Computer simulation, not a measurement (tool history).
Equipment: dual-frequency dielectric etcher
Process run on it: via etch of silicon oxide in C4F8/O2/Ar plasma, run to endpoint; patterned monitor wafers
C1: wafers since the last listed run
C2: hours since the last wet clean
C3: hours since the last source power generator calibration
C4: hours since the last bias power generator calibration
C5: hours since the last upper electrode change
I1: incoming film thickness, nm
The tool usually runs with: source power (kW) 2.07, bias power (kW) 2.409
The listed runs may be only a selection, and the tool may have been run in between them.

{"run": 1, "hour": 0.0, "source power (kW)": 2.19, "bias power (kW)": 2.644, "C1": 0, "C2": 449.6, "C3": 2461.9, "C4": 456, "C5": 4526.7, "I1": 1160, "endpoint time (s)": 195.4}
{"run": 2, "hour": 46.4, "source power (kW)": 2.19, "bias power (kW)": 2.644, "C1": 229, "C2": 496, "C3": 2508.3, "C4": 502.4, "C5": 4573.1, "I1": 1150.1, "endpoint time (s)": 196.9}
{"run": 3, "hour": 115.1, "source power (kW)": 2.19, "bias power (kW)": 2.644, "C1": 339, "C2": 564.7, "C3": 2577, "C4": 571.1, "C5": 4641.8, "I1": 1142.2, "endpoint time (s)": 196.5}
{"hour": 177.2, "done": "wet clean of the chamber"}
{"run": 4, "hour": 219.3, "source power (kW)": 1.66, "bias power (kW)": 2.409, "C1": 396, "C2": 42.1, "C3": 2681.2, "C4": 675.3, "C5": 4746, "I1": 1137.4, "endpoint time (s)": 209.7}
{"run": 5, "hour": 308.0, "source power (kW)": 1.66, "bias power (kW)": 2.409, "C1": 438, "C2": 130.8, "C3": 2769.9, "C4": 764, "C5": 4834.7, "I1": 1148.6, "endpoint time (s)": 216}
{"run": 6, "hour": 403.7, "source power (kW)": 1.66, "bias power (kW)": 2.409, "C1": 473, "C2": 226.5, "C3": 2865.6, "C4": 859.7, "C5": 4930.4, "I1": 1141, "endpoint time (s)": 213.8}
{"run": 7, "hour": 498.9, "source power (kW)": 2.07, "bias power (kW)": 2.409, "C1": 470, "C2": 321.7, "C3": 2960.8, "C4": 954.9, "C5": 5025.6, "I1": 1141.7, "endpoint time (s)": 204.2}
{"hour": 570.3, "done": "source power generator calibrated"}
{"run": 8, "hour": 598.3, "source power (kW)": 2.07, "bias power (kW)": 2.409, "C1": 471, "C2": 421.1, "C3": 28, "C4": 1054.3, "C5": 5125, "I1": 1149.2, "endpoint time (s)": 206.5}
{"run": 9, "hour": 659.9, "source power (kW)": 1.66, "bias power (kW)": 2.191, "C1": 304, "C2": 482.7, "C3": 89.6, "C4": 1115.9, "C5": 5186.6, "I1": 1139.4, "endpoint time (s)": 227}
{"hour": 743.2, "done": "wet clean of the chamber"}
{"run": 10, "hour": 743.7, "source power (kW)": 1.66, "bias power (kW)": 2.191, "C1": 295, "C2": 0.5, "C3": 173.4, "C4": 1199.7, "C5": 5270.4, "I1": 1152.4, "endpoint time (s)": 222.2}
{"run": 11, "hour": 787.1, "source power (kW)": 2.42, "bias power (kW)": 2.409, "C1": 214, "C2": 43.9, "C3": 216.8, "C4": 1243.1, "C5": 5313.8, "I1": 1151.3, "endpoint time (s)": 195.3}
{"run": 12, "hour": 882.4, "source power (kW)": 2.42, "bias power (kW)": 2.409, "C1": 471, "C2": 139.2, "C3": 312.1, "C4": 1338.4, "C5": 5409.1, "I1": 1155.7, "endpoint time (s)": 197}
{"run": 13, "hour": 954.5, "source power (kW)": 2.07, "bias power (kW)": 2.409, "C1": 356, "C2": 211.3, "C3": 384.2, "C4": 1410.5, "C5": 5481.2, "I1": 1130.2, "endpoint time (s)": 201.2}
{"run": 14, "hour": 999.1, "source power (kW)": 2.07, "bias power (kW)": 2.409, "C1": 220, "C2": 255.9, "C3": 428.8, "C4": 1455.1, "C5": 5525.8, "I1": 1153.4, "endpoint time (s)": 204.3}
{"hour": 1300.8, "done": "upper electrode replaced"}
{"run": 15, "hour": 1306.0, "source power (kW)": 2.07, "bias power (kW)": 2.409, "C1": 1399, "C2": 562.8, "C3": 735.7, "C4": 1762, "C5": 5.2, "I1": 1139, "endpoint time (s)": 207.3}
{"run": 16, "hour": 1353.3, "source power (kW)": 2.19, "bias power (kW)": 2.644, "C1": 233, "C2": 610.1, "C3": 783, "C4": 1809.3, "C5": 52.5, "I1": 1151.4, "endpoint time (s)": 202.6}
{"hour": 1428.8, "done": "wet clean of the chamber"}
{"run": 17, "hour": 1429.3, "source power (kW)": 2.07, "bias power (kW)": 2.409, "C1": 257, "C2": 0.5, "C3": 859, "C4": 1885.3, "C5": 128.5, "I1": 1154.6, "endpoint time (s)": 204.7}
{"run": 18, "hour": 1490.7, "source power (kW)": 2.07, "bias power (kW)": 2.409, "C1": 303, "C2": 61.9, "C3": 920.4, "C4": 1946.7, "C5": 189.9, "I1": 1158, "endpoint time (s)": 205.9}
{"hour": 1538.1, "done": "bias power generator calibrated"}
{"run": 19, "hour": 1543.9, "source power (kW)": 2.07, "bias power (kW)": 2.688, "C1": 243, "C2": 115.1, "C3": 973.6, "C4": 5.8, "C5": 243.1, "I1": 1156.2, "endpoint time (s)": 198.3}
{"run": 20, "hour": 1621.1, "source power (kW)": 1.61, "bias power (kW)": 2.409, "C1": 381, "C2": 192.3, "C3": 1050.8, "C4": 83, "C5": 320.3, "I1": 1141.8, "endpoint time (s)": 216.3}
{"run": 21, "hour": 1696.0, "source power (kW)": 1.92, "bias power (kW)": 2.569, "C1": 370, "C2": 267.2, "C3": 1125.7, "C4": 157.9, "C5": 395.2, "I1": 1155.6, "endpoint time (s)": 207.1}
{"run": 22, "hour": 1754.9, "source power (kW)": 1.77, "bias power (kW)": 2.603, "C1": 291, "C2": 326.1, "C3": 1184.6, "C4": 216.8, "C5": 454.1, "I1": 1154.7, "endpoint time (s)": 209.1}
{"run": 23, "hour": 1855.4, "source power (kW)": 2.07, "bias power (kW)": 2.409, "C1": 497, "C2": 426.6, "C3": 1285.1, "C4": 317.3, "C5": 554.6, "I1": 1148.3, "endpoint time (s)": 209.2}
{"run": 24, "hour": 1923.3, "source power (kW)": 1.82, "bias power (kW)": 2.766, "C1": 335, "C2": 494.5, "C3": 1353, "C4": 385.2, "C5": 622.5, "I1": 1147.6, "endpoint time (s)": 205.9}
{"run": 25, "hour": 1960.0, "source power (kW)": 2.07, "bias power (kW)": 2.409, "C1": 181, "C2": 531.2, "C3": 1389.7, "C4": 421.9, "C5": 659.2, "I1": 1151.7, "endpoint time (s)": 207.8}
{"hour": 2031.7, "done": "wet clean of the chamber"}
{"run": 26, "hour": 2049.0, "source power (kW)": 1.71, "bias power (kW)": 2.052, "C1": 321, "C2": 17.3, "C3": 1478.7, "C4": 510.9, "C5": 748.2, "I1": 1144.8, "endpoint time (s)": 224.5}
{"run": 27, "hour": 2093.2, "source power (kW)": 1.66, "bias power (kW)": 2.878, "C1": 218, "C2": 61.5, "C3": 1522.9, "C4": 555.1, "C5": 792.4, "I1": 1151.3, "endpoint time (s)": 205.5}
{"run": 28, "hour": 2150.5, "source power (kW)": 2.07, "bias power (kW)": 2.409, "C1": 283, "C2": 118.8, "C3": 1580.2, "C4": 612.4, "C5": 849.7, "I1": 1161.2, "endpoint time (s)": 203.9}
{"run": 29, "hour": 2233.3, "source power (kW)": 1.64, "bias power (kW)": 2.156, "C1": 409, "C2": 201.6, "C3": 1663, "C4": 695.2, "C5": 932.5, "I1": 1162.7, "endpoint time (s)": 228.7}
{"run": 30, "hour": 2341.1, "source power (kW)": 2.52, "bias power (kW)": 2.763, "C1": 533, "C2": 309.4, "C3": 1770.8, "C4": 803, "C5": 1040.3, "I1": 1145.6, "endpoint time (s)": 184.6}
{"run": 31, "hour": 2423.0, "source power (kW)": 2.07, "bias power (kW)": 2.101, "C1": 405, "C2": 391.3, "C3": 1852.7, "C4": 884.9, "C5": 1122.2, "I1": 1146.9, "endpoint time (s)": 215.2}
{"run": 32, "hour": 2471.3, "source power (kW)": 2.07, "bias power (kW)": 2.409, "C1": 238, "C2": 439.6, "C3": 1901, "C4": 933.2, "C5": 1170.5, "I1": 1150, "endpoint time (s)": 208.8}
{"run": 33, "hour": 2511.5, "source power (kW)": 2.07, "bias power (kW)": 2.211, "C1": 198, "C2": 479.8, "C3": 1941.2, "C4": 973.4, "C5": 1210.7, "I1": 1142, "endpoint time (s)": 215.6}
{"run": 34, "hour": 2614.9, "source power (kW)": 2.26, "bias power (kW)": 2.901, "C1": 511, "C2": 583.2, "C3": 2044.6, "C4": 1076.8, "C5": 1314.1, "I1": 1140.3, "endpoint time (s)": 189.3}
{"run": 35, "hour": 2662.3, "source power (kW)": 1.64, "bias power (kW)": 2.156, "C1": 234, "C2": 630.6, "C3": 2092, "C4": 1124.2, "C5": 1361.5, "I1": 1138.9, "endpoint time (s)": 232.2}
{"run": 36, "hour": 2716.0, "source power (kW)": 2.37, "bias power (kW)": 2.409, "C1": 265, "C2": 684.3, "C3": 2145.7, "C4": 1177.9, "C5": 1415.2, "I1": 1162.4, "endpoint time (s)": 207.9}

How the hidden state differs across the entries between the runs, from the last listed run before each to the first after it:
Logged between run 3 and run 4: wet clean of the chamber (hour 177.2)
  etch rate over this chamber's usual, %: -2.74 -> -0.145
  difference, measured minus the result without the unlogged condition, endpoint time (s): +5.3 -> +0.3
Logged between run 7 and run 8: source power generator calibrated (hour 570.3)
  etch rate over this chamber's usual, %: -1.87 -> -2.49
  difference, measured minus the result without the unlogged condition, endpoint time (s): +3.9 -> +5.2
Logged between run 9 and run 10: wet clean of the chamber (hour 743.2)
  etch rate over this chamber's usual, %: -2.87 -> -0.281
  difference, measured minus the result without the unlogged condition, endpoint time (s): +6.5 -> +0.6
Logged between run 14 and run 15: upper electrode replaced (hour 1300.8)
  etch rate over this chamber's usual, %: -1.86 -> -3.75
  difference, measured minus the result without the unlogged condition, endpoint time (s): +3.8 -> +7.8
Logged between run 16 and run 17: wet clean of the chamber (hour 1428.8)
  etch rate over this chamber's usual, %: -4.05 -> 0.137
  difference, measured minus the result without the unlogged condition, endpoint time (s): +8.2 -> -0.3
Logged between run 18 and run 19: bias power generator calibrated (hour 1538.1)
  etch rate over this chamber's usual, %: -0.243 -> -0.571
  difference, measured minus the result without the unlogged condition, endpoint time (s): +0.5 -> +1.2
Logged between run 25 and run 26: wet clean of the chamber (hour 2031.7)
  etch rate over this chamber's usual, %: -3.14 -> -0.376
  difference, measured minus the result without the unlogged condition, endpoint time (s): +6.6 -> +0.9

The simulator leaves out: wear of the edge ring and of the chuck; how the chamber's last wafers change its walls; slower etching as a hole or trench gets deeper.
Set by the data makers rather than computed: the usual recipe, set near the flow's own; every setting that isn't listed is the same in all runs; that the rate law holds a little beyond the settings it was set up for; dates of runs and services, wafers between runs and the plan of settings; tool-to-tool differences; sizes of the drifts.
